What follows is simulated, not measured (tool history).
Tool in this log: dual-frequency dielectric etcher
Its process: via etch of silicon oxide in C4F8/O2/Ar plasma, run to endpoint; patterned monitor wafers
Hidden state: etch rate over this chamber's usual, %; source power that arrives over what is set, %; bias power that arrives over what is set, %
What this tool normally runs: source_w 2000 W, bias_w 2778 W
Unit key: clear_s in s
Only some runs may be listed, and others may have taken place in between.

| run | day | source_w | bias_w | wafers since the last listed run | hours since the last wet clean | hours since the last source power generator calibration | hours since the last bias power generator calibration | hours since the last upper electrode change | incoming incoming film thickness, nm | clear_s |
|---|---|---|---|---|---|---|---|---|---|---|
| 1 | 0 | 2110 | 2778 | 0 | 258.8 | 2672.4 | 4104.6 | 4402 | 945.1 | 152.3 |
| 2 | 3.367 | 2000 | 2778 | 587 | 339.6 | 2753.2 | 4185.4 | 4482.8 | 940 | 153.6 |
|  | 4.554 | wet clean of the chamber |
| 3 | 7.512 | 2000 | 2778 | 549 | 71 | 2852.7 | 4284.9 | 4582.3 | 933.9 | 158.1 |
| 4 | 10.717 | 2000 | 2778 | 559 | 147.9 | 2929.6 | 4361.8 | 4659.2 | 949 | 156.8 |
| 5 | 13.3 | 2000 | 2778 | 451 | 209.9 | 2991.6 | 4423.8 | 4721.2 | 939.7 | 155.8 |
| 6 | 15.942 | 2000 | 2778 | 461 | 273.3 | 3055 | 4487.2 | 4784.6 | 935 | 154.2 |
|  | 19.017 | wet clean of the chamber |
| 7 | 23.688 | 2000 | 2778 | 1177 | 112.1 | 3240.9 | 4673.1 | 4970.5 | 930.2 | 157.7 |
| 8 | 28.125 | 2000 | 2778 | 774 | 218.6 | 3347.4 | 4779.6 | 5077 | 927.6 | 154.4 |
| 9 | 32.158 | 2340 | 2778 | 704 | 315.4 | 3444.2 | 4876.4 | 5173.8 | 933.3 | 140.6 |
|  | 33.375 | bias power generator calibrated |
|  | 34.138 | wet clean of the chamber |
| 10 | 34.267 | 2000 | 2778 | 205 | 3.1 | 3494.8 | 21.4 | 5224.4 | 938.5 | 160.9 |
| 11 | 36.071 | 2000 | 2778 | 315 | 46.4 | 3538.1 | 64.7 | 5267.7 | 941.1 | 159.5 |
| 12 | 38.279 | 2000 | 2778 | 385 | 99.4 | 3591.1 | 117.7 | 5320.7 | 930.4 | 156.5 |
| 13 | 40.758 | 2000 | 2778 | 432 | 158.9 | 3650.6 | 177.2 | 5380.2 | 934.1 | 158.3 |
|  | 41.412 | source power generator calibrated |
| 14 | 43.112 | 2180 | 2778 | 381 | 215.4 | 40.8 | 233.7 | 5436.7 | 939 | 146.9 |
| 15 | 45.008 | 1710 | 2778 | 331 | 260.9 | 86.3 | 279.2 | 5482.2 | 935.4 | 171.9 |
|  | 47.638 | upper electrode replaced |
| 16 | 47.658 | 1680 | 2997 | 288 | 324.5 | 149.9 | 342.8 | 0.5 | 935.8 | 165.1 |
|  | 51.008 | wet clean of the chamber |
| 17 | 51.029 | 2000 | 2285 | 414 | 0.5 | 230.8 | 423.7 | 81.4 | 935.4 | 171.7 |
| 18 | 52.271 | 1740 | 3046 | 216 | 30.3 | 260.6 | 453.5 | 111.2 | 939.4 | 169 |
| 19 | 54.05 | 1820 | 3086 | 310 | 73 | 303.3 | 496.2 | 153.9 | 934.3 | 163 |
| 20 | 58.262 | 2000 | 2778 | 735 | 174.1 | 404.4 | 597.3 | 255 | 938.6 | 156.7 |
| 21 | 59.804 | 2400 | 3141 | 269 | 211.1 | 441.4 | 634.3 | 292 | 931.6 | 135.2 |
| 22 | 64.275 | 1650 | 3163 | 780 | 318.4 | 548.7 | 741.6 | 399.3 | 935 | 169.6 |
| 23 | 67.046 | 2000 | 2778 | 483 | 384.9 | 615.2 | 808.1 | 465.8 | 938.6 | 150.5 |
|  | 68.096 | wet clean of the chamber |
| 24 | 69.112 | 2000 | 2778 | 186 | 24.4 | 664.8 | 857.7 | 515.4 | 931.8 | 159.6 |

Forecast each of these 3 alternatives for the next run:
| A | 69.133 | 2000 | 2448 | 3 | 24.9 | 665.3 | 858.2 | 515.9 | 938.9 | ? |
| B | 69.133 | 1720 | 3310 | 3 | 24.9 | 665.3 | 858.2 | 515.9 | 938.9 | ? |
| C | 69.133 | 1520 | 2356 | 3 | 24.9 | 665.3 | 858.2 | 515.9 | 938.9 | ? |

| run | clear_s |
|---|---|
| A | 168.7 |
| B | 169.3 |
| C | 205.6 |
Stripped of hidden state, with their random variation kept, the same runs would have yielded:
| run | clear_s |
|---|---|
| A | 168.3 |
| B | 168.9 |
| C | 205.2 |
